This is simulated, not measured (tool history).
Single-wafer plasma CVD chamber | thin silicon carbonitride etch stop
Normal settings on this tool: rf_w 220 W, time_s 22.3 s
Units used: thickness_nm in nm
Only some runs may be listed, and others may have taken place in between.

run,hour,rf_w,time_s,"read-back reference wafer on the same gauge, thickness_nm",thickness_nm
1,0,220,21.3,17.902,14.663
2,107.3,220,21.3,17.917,14.639
3,211.3,220,21.3,17.895,14.675
4,291.5,250,22.3,17.914,15.701
5,361.2,250,22.3,17.896,15.705
# hour 372.2: gauge calibrated
# hour 380.6: thermocouple changed; heater temperature recalibrated
6,428.5,220,22.3,17.907,15.298
7,473.5,220,22.3,17.882,15.317
8,574,245,22.3,17.902,15.598
9,671.1,180,26.2,17.91,17.342

What will run 10 give?
10,751.9,220,23.5,?,?

read-back reference wafer on the same gauge, thickness_nm: 17.905
thickness_nm: 16.083 nm
Take away the tool's hidden state, keep the run-to-run variation as it was, and the same run would have given thickness_nm 16.395 nm.
